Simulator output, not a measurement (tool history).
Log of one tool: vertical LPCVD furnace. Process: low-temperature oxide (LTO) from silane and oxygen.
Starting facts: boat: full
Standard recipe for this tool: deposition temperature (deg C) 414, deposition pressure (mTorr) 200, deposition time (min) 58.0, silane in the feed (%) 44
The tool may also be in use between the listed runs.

run,hour,deposition temperature (deg C),deposition pressure (mTorr),deposition time (min),silane in the feed (%),wafers since the last listed run,hours since the last temperature calibration,hours since the pressure gauge was zeroed,hours since the silane flow controller was replaced,hours since the gauge calibration,"read-back reference wafer on the same gauge, thickness",film thickness on the monitor wafer in the middle of the boat (Å)
1,0.0,414,200,58.0,44,0,1694.3,2309.3,2767.5,122.3,595.99,6943.0
2,26.9,414,200,58.0,44,534,1721.2,2336.2,2794.4,149.2,595.88,6921.9
3,57.9,414,200,58.0,44,616,1752.2,2367.2,2825.4,180.2,596.41,6926.5
4,87.5,414,200,58.0,44,588,1781.8,2396.8,2855.0,209.8,596.32,6949.6
5,107.1,414,200,58.0,44,389,1801.4,2416.4,2874.6,229.4,595.64,6958.5
6,129.8,414,200,58.0,44,451,1824.1,2439.1,2897.3,252.1,595.51,6977.6
7,179.8,421,200,58.0,44,994,1874.1,2489.1,2947.3,302.1,596.61,7445.1
8,210.2,414,200,58.0,44,604,1904.5,2519.5,2977.7,332.5,596.36,6983.6
9,225.2,414,200,58.0,44,298,1919.5,2534.5,2992.7,347.5,595.75,7022.3
10,241.5,414,200,58.0,44,324,1935.8,2550.8,3009.0,363.8,596.35,7037.1
# hour 277.3: pressure gauge zeroed
11,277.8,414,200,58.0,44,244,1972.1,0.5,3045.3,400.1,596.73,6764.3
12,301.6,414,200,58.0,44,473,1995.9,24.3,3069.1,423.9,596.29,6749.6
13,335.9,414,170,58.0,44,682,2030.2,58.6,3103.4,458.2,595.45,5747.9
14,362.2,414,200,71.5,50,522,2056.5,84.9,3129.7,484.5,595.89,9398.6
15,385.1,414,200,58.0,44,455,2079.4,107.8,3152.6,507.4,597.08,6768.5
# hour 414.2: thermocouples replaced and temperature profile calibrated
16,414.7,414,200,58.0,44,111,0.5,137.4,3182.2,537.0,595.40,6621.8
17,418.7,414,160,58.0,44,79,4.5,141.4,3186.2,541.0,596.16,5321.8
18,449.2,414,200,58.0,44,606,35.0,171.9,3216.7,571.5,595.40,6608.0
19,466.1,414,200,58.0,44,336,51.9,188.8,3233.6,588.4,595.39,6604.2
20,483.1,414,200,58.0,44,338,68.9,205.8,3250.6,605.4,596.28,6581.1
# hour 531.2: silane flow controller replaced
21,531.7,414,200,58.0,44,489,117.5,254.4,0.5,654.0,596.19,6618.6
22,535.6,420,200,58.0,50,77,121.4,258.3,4.4,657.9,596.46,7850.1
# hour 542.9: gauge calibrated
23,549.4,414,200,66.0,44,274,135.2,272.1,18.2,6.5,595.70,7560.6
24,568.7,409,200,72.0,44,383,154.5,291.4,37.5,25.8,596.73,7827.7
25,597.9,408,200,58.0,40,580,183.7,320.6,66.7,55.0,595.38,5635.4
26,627.7,411,200,58.0,40,592,213.5,350.4,96.5,84.8,596.48,5821.9
27,652.6,425,185,58.0,50,495,238.4,375.3,121.4,109.7,595.46,7637.6
28,682.8,414,200,51.5,44,600,268.6,405.5,151.6,139.9,595.26,5890.3
29,712.2,414,200,58.0,44,584,298.0,434.9,181.0,169.3,595.70,6667.0
30,732.1,414,175,67.5,44,395,317.9,454.8,200.9,189.2,595.38,6788.5
31,750.2,414,200,71.0,44,359,336.0,472.9,219.0,207.3,596.20,8145.4
32,772.3,414,200,58.0,44,439,358.1,495.0,241.1,229.4,596.49,6637.1

Measured result minus the same run's result without the hidden state. Both carry the same run-to-run variation, though not necessarily the same gauge scatter:
Hidden state at play: true tube temperature minus thermocouple reading, K; true pressure minus gauge reading, mTorr; deviation of the silane flow from its setpoint, %; gauge reads high (%).
run,film thickness on the monitor wafer in the middle of the boat (Å)
1,+378.4
2,+384.3
3,+392.8
4,+402.1
5,+407.9
6,+415.3
7,+452.7
8,+437.9
9,+444.6
10,+450.1
11,+179.3
12,+185.8
13,+165.4
14,+269.9
15,+211.2
16,+38.3
17,+31.1
18,+42.4
19,+44.4
20,+46.4
21,+53.0
22,+60.2
23,+63.2
24,+69.4
25,+54.5
26,+59.6
27,+78.6
28,+65.6
29,+78.5
30,+88.4
31,+102.8
32,+87.0
